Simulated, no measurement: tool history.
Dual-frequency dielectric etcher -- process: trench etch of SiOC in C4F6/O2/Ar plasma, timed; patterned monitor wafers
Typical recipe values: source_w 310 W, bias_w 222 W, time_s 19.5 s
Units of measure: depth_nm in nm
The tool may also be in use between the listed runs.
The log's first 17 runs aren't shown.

run,hour,source_w,bias_w,time_s,wafers since the last listed run,hours since the last wet clean,hours since the last source power generator calibration,hours since the last bias power generator calibration,hours since the last upper electrode change,hours since the gauge calibration,"read-back reference wafer on the same gauge, depth_nm",depth_nm
18,1279.3,280,245,15.5,933,724,2392.9,594,757.8,1804.2,36.66,28.71
# hour 1308.2: wet clean of the chamber
19,1378.7,310,222,19.5,1064,70.5,2492.3,693.4,857.2,1903.6,36.73,36.89
# hour 1437.8: gauge calibrated
20,1664.9,310,222,19.5,4040,356.7,2778.5,979.6,1143.4,227.1,36.72,36.49
# hour 1812.3: source power generator calibrated
21,1822.1,360,182,24.5,2163,513.9,9.8,1136.8,1300.6,384.3,36.73,43.44
22,1912.8,280,272,24,1280,604.6,100.5,1227.5,1391.3,475,36.69,46.83
# hour 1948.6: wet clean of the chamber
23,2074.5,310,222,24,1944,125.9,262.2,1389.2,1553,636.7,36.69,44.76
24,2152.3,310,194,19.5,1098,203.7,340,1467,1630.8,714.5,36.63,34.32
25,2199.3,310,222,19.5,663,250.7,387,1514,1677.8,761.5,36.75,36.7
26,2255.7,310,222,19.5,796,307.1,443.4,1570.4,1734.2,817.9,36.73,36.07
27,2311.2,310,222,19.5,783,362.6,498.9,1625.9,1789.7,873.4,36.71,36.25
28,2606.5,310,222,22,4169,657.9,794.2,1921.2,2085,1168.7,36.71,40
29,2669.1,310,222,19.5,883,720.5,856.8,1983.8,2147.6,1231.3,36.73,35.42
# hour 2717.2: wet clean of the chamber
30,2767,310,222,22.5,1043,49.8,954.7,2081.7,2245.5,1329.2,36.69,42.7

Here are 3 independent what-if runs from the current tool condition. What would each one return?
A,2767.4,310,222,19.5,5,50.2,955.1,2082.1,2245.9,1329.6,?,?
B,2767.4,310,265,25,5,50.2,955.1,2082.1,2245.9,1329.6,?,?
C,2767.4,380,167,19.5,5,50.2,955.1,2082.1,2245.9,1329.6,?,?

run,"read-back reference wafer on the same gauge, depth_nm",depth_nm
A,36.63,36.89
B,36.63,50.63
C,36.63,34.66
The same runs, with their run-to-run variation unchanged, on a tool lacking any hidden condition would have given:
run,depth_nm
A,36.89
B,50.63
C,34.65
